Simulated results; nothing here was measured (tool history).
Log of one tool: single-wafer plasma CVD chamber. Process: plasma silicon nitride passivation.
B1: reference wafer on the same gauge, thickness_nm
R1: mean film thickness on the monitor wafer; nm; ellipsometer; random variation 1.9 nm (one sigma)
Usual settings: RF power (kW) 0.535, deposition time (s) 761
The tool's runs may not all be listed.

{"run": 1, "hour": 0.0, "RF power (kW)": 0.535, "deposition time (s)": 761, "B1": 1250.176, "R1": 1253.036}
{"run": 2, "hour": 32.7, "RF power (kW)": 0.615, "deposition time (s)": 761, "B1": 1249.947, "R1": 1289.178}
{"run": 3, "hour": 38.8, "RF power (kW)": 0.48, "deposition time (s)": 761, "B1": 1249.712, "R1": 1229.797}
{"run": 4, "hour": 51.4, "RF power (kW)": 0.535, "deposition time (s)": 761, "B1": 1250.847, "R1": 1254.047}
{"run": 5, "hour": 61.2, "RF power (kW)": 0.535, "deposition time (s)": 761, "B1": 1250.15, "R1": 1254.453}
{"run": 6, "hour": 71.2, "RF power (kW)": 0.535, "deposition time (s)": 689, "B1": 1250.294, "R1": 1135.739}
{"run": 7, "hour": 82.7, "RF power (kW)": 0.535, "deposition time (s)": 689, "B1": 1250.106, "R1": 1134.534}
{"run": 8, "hour": 96.5, "RF power (kW)": 0.535, "deposition time (s)": 689, "B1": 1250.12, "R1": 1136.152}
{"run": 9, "hour": 114.1, "RF power (kW)": 0.535, "deposition time (s)": 761, "B1": 1249.989, "R1": 1253.367}
{"run": 10, "hour": 128.0, "RF power (kW)": 0.535, "deposition time (s)": 761, "B1": 1249.671, "R1": 1253.48}
{"run": 11, "hour": 145.6, "RF power (kW)": 0.535, "deposition time (s)": 761, "B1": 1249.709, "R1": 1253.12}
{"run": 12, "hour": 160.6, "RF power (kW)": 0.535, "deposition time (s)": 695, "B1": 1249.929, "R1": 1146.814}
{"hour": 169.5, "done": "gauge calibrated"}
{"hour": 180.6, "done": "RF generator calibrated"}
{"run": 13, "hour": 181.1, "RF power (kW)": 0.535, "deposition time (s)": 695, "B1": 1250.37, "R1": 1144.3}
{"run": 14, "hour": 187.6, "RF power (kW)": 0.535, "deposition time (s)": 761, "B1": 1250.003, "R1": 1252.461}
{"run": 15, "hour": 204.0, "RF power (kW)": 0.61, "deposition time (s)": 761, "B1": 1250.04, "R1": 1288.302}
{"run": 16, "hour": 211.3, "RF power (kW)": 0.535, "deposition time (s)": 761, "B1": 1249.643, "R1": 1252.664}
{"run": 17, "hour": 219.9, "RF power (kW)": 0.6, "deposition time (s)": 819, "B1": 1250.083, "R1": 1382.447}
{"run": 18, "hour": 226.8, "RF power (kW)": 0.48, "deposition time (s)": 761, "B1": 1249.68, "R1": 1228.359}
{"hour": 235.4, "done": "showerhead replaced"}
{"run": 19, "hour": 236.0, "RF power (kW)": 0.535, "deposition time (s)": 761, "B1": 1249.944, "R1": 1253.093}
{"run": 20, "hour": 253.3, "RF power (kW)": 0.63, "deposition time (s)": 761, "B1": 1250.013, "R1": 1299.307}
{"run": 21, "hour": 259.6, "RF power (kW)": 0.46, "deposition time (s)": 687, "B1": 1250.014, "R1": 1097.878}
{"run": 22, "hour": 275.2, "RF power (kW)": 0.495, "deposition time (s)": 874, "B1": 1250.211, "R1": 1419.641}
{"run": 23, "hour": 291.3, "RF power (kW)": 0.44, "deposition time (s)": 807, "B1": 1250.857, "R1": 1276.179}
{"run": 24, "hour": 328.5, "RF power (kW)": 0.44, "deposition time (s)": 907, "B1": 1250.995, "R1": 1438.808}
{"run": 25, "hour": 351.8, "RF power (kW)": 0.465, "deposition time (s)": 854, "B1": 1249.723, "R1": 1367.162}
{"run": 26, "hour": 366.7, "RF power (kW)": 0.535, "deposition time (s)": 689, "B1": 1249.879, "R1": 1138.582}

5 ways to go on from here, each from the tool as it stands after run 26. What would each give?
{"run": "A", "hour": 367.3, "RF power (kW)": 0.535, "deposition time (s)": 761, "B1": "?", "R1": "?"}
{"run": "B", "hour": 367.3, "RF power (kW)": 0.58, "deposition time (s)": 626, "B1": "?", "R1": "?"}
{"run": "C", "hour": 367.3, "RF power (kW)": 0.44, "deposition time (s)": 912, "B1": "?", "R1": "?"}
{"run": "D", "hour": 367.3, "RF power (kW)": 0.47, "deposition time (s)": 896, "B1": "?", "R1": "?"}
{"run": "E", "hour": 367.3, "RF power (kW)": 0.585, "deposition time (s)": 903, "B1": "?", "R1": "?"}

run=A B1=1249.395 R1=1255.896
run=B B1=1249.395 R1=1050.456
run=C B1=1249.395 R1=1448.202
run=D B1=1249.395 R1=1440.996
run=E B1=1249.395 R1=1517.997
Without the tool's hidden state the same runs would have given:
run=A R1=1255.896
run=B R1=1050.456
run=C R1=1448.202
run=D R1=1440.996
run=E R1=1517.997
